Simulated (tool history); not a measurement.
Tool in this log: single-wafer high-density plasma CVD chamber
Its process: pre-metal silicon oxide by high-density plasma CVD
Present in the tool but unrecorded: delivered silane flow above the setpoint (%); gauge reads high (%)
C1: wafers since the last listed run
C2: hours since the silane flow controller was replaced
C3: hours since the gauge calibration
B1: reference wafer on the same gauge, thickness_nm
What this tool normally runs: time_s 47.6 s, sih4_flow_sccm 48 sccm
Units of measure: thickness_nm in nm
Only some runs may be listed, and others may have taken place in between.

{"run": 1, "hour": 0.0, "time_s": 49.8, "sih4_flow_sccm": 48, "C1": 0, "C2": 931.0, "C3": 534.5, "B1": 217.133, "thickness_nm": 244.56}
{"run": 2, "hour": 18.0, "time_s": 49.8, "sih4_flow_sccm": 48, "C1": 434, "C2": 949.0, "C3": 552.5, "B1": 217.204, "thickness_nm": 243.772}
{"run": 3, "hour": 45.6, "time_s": 47.6, "sih4_flow_sccm": 48, "C1": 666, "C2": 976.6, "C3": 580.1, "B1": 216.693, "thickness_nm": 233.024}
{"run": 4, "hour": 66.2, "time_s": 47.6, "sih4_flow_sccm": 48, "C1": 497, "C2": 997.2, "C3": 600.7, "B1": 216.844, "thickness_nm": 232.539}
{"run": 5, "hour": 97.0, "time_s": 47.6, "sih4_flow_sccm": 48, "C1": 744, "C2": 1028.0, "C3": 631.5, "B1": 216.996, "thickness_nm": 232.798}
{"run": 6, "hour": 125.3, "time_s": 47.6, "sih4_flow_sccm": 48, "C1": 683, "C2": 1056.3, "C3": 659.8, "B1": 217.319, "thickness_nm": 233.231}
{"run": 7, "hour": 157.8, "time_s": 47.6, "sih4_flow_sccm": 48, "C1": 785, "C2": 1088.8, "C3": 692.3, "B1": 217.238, "thickness_nm": 232.399}
{"run": 8, "hour": 187.8, "time_s": 47.6, "sih4_flow_sccm": 48, "C1": 724, "C2": 1118.8, "C3": 722.3, "B1": 216.956, "thickness_nm": 232.559}
{"run": 9, "hour": 220.1, "time_s": 47.6, "sih4_flow_sccm": 51, "C1": 780, "C2": 1151.1, "C3": 754.6, "B1": 217.04, "thickness_nm": 246.459}
{"run": 10, "hour": 235.8, "time_s": 47.6, "sih4_flow_sccm": 51, "C1": 379, "C2": 1166.8, "C3": 770.3, "B1": 216.951, "thickness_nm": 244.73}
{"run": 11, "hour": 261.8, "time_s": 47.6, "sih4_flow_sccm": 51, "C1": 628, "C2": 1192.8, "C3": 796.3, "B1": 217.185, "thickness_nm": 246.06}
{"run": 12, "hour": 290.7, "time_s": 54.6, "sih4_flow_sccm": 48, "C1": 698, "C2": 1221.7, "C3": 825.2, "B1": 217.303, "thickness_nm": 266.367}
{"run": 13, "hour": 315.1, "time_s": 47.6, "sih4_flow_sccm": 48, "C1": 589, "C2": 1246.1, "C3": 849.6, "B1": 217.049, "thickness_nm": 232.257}
{"run": 14, "hour": 341.7, "time_s": 47.6, "sih4_flow_sccm": 48, "C1": 642, "C2": 1272.7, "C3": 876.2, "B1": 217.09, "thickness_nm": 232.303}
{"run": 15, "hour": 375.0, "time_s": 47.6, "sih4_flow_sccm": 48, "C1": 804, "C2": 1306.0, "C3": 909.5, "B1": 217.086, "thickness_nm": 232.91}
{"run": 16, "hour": 396.6, "time_s": 47.6, "sih4_flow_sccm": 48, "C1": 521, "C2": 1327.6, "C3": 931.1, "B1": 217.19, "thickness_nm": 231.233}
{"run": 17, "hour": 425.9, "time_s": 47.6, "sih4_flow_sccm": 48, "C1": 707, "C2": 1356.9, "C3": 960.4, "B1": 216.932, "thickness_nm": 231.143}
{"run": 18, "hour": 441.6, "time_s": 47.6, "sih4_flow_sccm": 48, "C1": 379, "C2": 1372.6, "C3": 976.1, "B1": 217.041, "thickness_nm": 231.802}
{"run": 19, "hour": 474.9, "time_s": 41.1, "sih4_flow_sccm": 44, "C1": 804, "C2": 1405.9, "C3": 1009.4, "B1": 216.82, "thickness_nm": 185.622}
{"run": 20, "hour": 507.0, "time_s": 41.0, "sih4_flow_sccm": 52, "C1": 775, "C2": 1438.0, "C3": 1041.5, "B1": 216.742, "thickness_nm": 212.674}
{"run": 21, "hour": 526.8, "time_s": 42.4, "sih4_flow_sccm": 51, "C1": 478, "C2": 1457.8, "C3": 1061.3, "B1": 216.955, "thickness_nm": 215.769}
{"run": 22, "hour": 559.5, "time_s": 47.6, "sih4_flow_sccm": 53, "C1": 790, "C2": 1490.5, "C3": 1094.0, "B1": 217.268, "thickness_nm": 250.654}
{"run": 23, "hour": 591.2, "time_s": 47.6, "sih4_flow_sccm": 48, "C1": 765, "C2": 1522.2, "C3": 1125.7, "B1": 217.075, "thickness_nm": 231.515}
{"hour": 619.9, "done": "gauge calibrated"}
{"run": 24, "hour": 697.4, "time_s": 43.9, "sih4_flow_sccm": 52, "C1": 2565, "C2": 1628.4, "C3": 77.5, "B1": 217.275, "thickness_nm": 227.562}
{"run": 25, "hour": 714.4, "time_s": 47.6, "sih4_flow_sccm": 48, "C1": 410, "C2": 1645.4, "C3": 94.5, "B1": 216.913, "thickness_nm": 231.812}
{"hour": 731.7, "done": "silane flow controller replaced"}
{"run": 26, "hour": 744.8, "time_s": 57.1, "sih4_flow_sccm": 48, "C1": 541, "C2": 13.1, "C3": 124.9, "B1": 216.997, "thickness_nm": 293.676}
{"run": 27, "hour": 768.5, "time_s": 38.7, "sih4_flow_sccm": 43, "C1": 572, "C2": 36.8, "C3": 148.6, "B1": 216.955, "thickness_nm": 179.943}
{"run": 28, "hour": 791.8, "time_s": 39.6, "sih4_flow_sccm": 43, "C1": 562, "C2": 60.1, "C3": 171.9, "B1": 217.168, "thickness_nm": 185.307}
{"run": 29, "hour": 807.2, "time_s": 57.1, "sih4_flow_sccm": 55, "C1": 372, "C2": 75.5, "C3": 187.3, "B1": 216.882, "thickness_nm": 326.352}
{"run": 30, "hour": 840.4, "time_s": 42.8, "sih4_flow_sccm": 45, "C1": 802, "C2": 108.7, "C3": 220.5, "B1": 217.041, "thickness_nm": 206.995}
{"run": 31, "hour": 857.5, "time_s": 38.1, "sih4_flow_sccm": 52, "C1": 413, "C2": 125.8, "C3": 237.6, "B1": 217.044, "thickness_nm": 207.593}
{"run": 32, "hour": 879.3, "time_s": 41.0, "sih4_flow_sccm": 52, "C1": 526, "C2": 147.6, "C3": 259.4, "B1": 216.918, "thickness_nm": 223.348}
{"run": 33, "hour": 912.4, "time_s": 54.6, "sih4_flow_sccm": 48, "C1": 799, "C2": 180.7, "C3": 292.5, "B1": 216.863, "thickness_nm": 273.791}
{"run": 34, "hour": 988.5, "time_s": 49.8, "sih4_flow_sccm": 48, "C1": 1838, "C2": 256.8, "C3": 368.6, "B1": 216.926, "thickness_nm": 252.339}
{"run": 35, "hour": 1004.3, "time_s": 40.5, "sih4_flow_sccm": 54, "C1": 381, "C2": 272.6, "C3": 384.4, "B1": 217.064, "thickness_nm": 225.804}
{"run": 36, "hour": 1035.1, "time_s": 47.6, "sih4_flow_sccm": 48, "C1": 744, "C2": 303.4, "C3": 415.2, "B1": 216.843, "thickness_nm": 238.975}

Predict each of these 4 candidate next runs independently; none follows another, all start after run 36:
{"run": "A", "hour": 1035.5, "time_s": 47.6, "sih4_flow_sccm": 48, "C1": 9, "C2": 303.8, "C3": 415.6, "B1": "?", "thickness_nm": "?"}
{"run": "B", "hour": 1035.5, "time_s": 45.0, "sih4_flow_sccm": 41, "C1": 9, "C2": 303.8, "C3": 415.6, "B1": "?", "thickness_nm": "?"}
{"run": "C", "hour": 1035.5, "time_s": 52.6, "sih4_flow_sccm": 43, "C1": 9, "C2": 303.8, "C3": 415.6, "B1": "?", "thickness_nm": "?"}
{"run": "D", "hour": 1035.5, "time_s": 44.4, "sih4_flow_sccm": 55, "C1": 9, "C2": 303.8, "C3": 415.6, "B1": "?", "thickness_nm": "?"}

run=A B1=216.984 thickness_nm=239.785
run=B B1=216.984 thickness_nm=198.837
run=C B1=216.984 thickness_nm=241.720
run=D B1=216.984 thickness_nm=251.144
Without the tool's hidden state the same runs would have given:
run=A thickness_nm=244.983
run=B thickness_nm=203.148
run=C thickness_nm=246.960
run=D thickness_nm=256.589

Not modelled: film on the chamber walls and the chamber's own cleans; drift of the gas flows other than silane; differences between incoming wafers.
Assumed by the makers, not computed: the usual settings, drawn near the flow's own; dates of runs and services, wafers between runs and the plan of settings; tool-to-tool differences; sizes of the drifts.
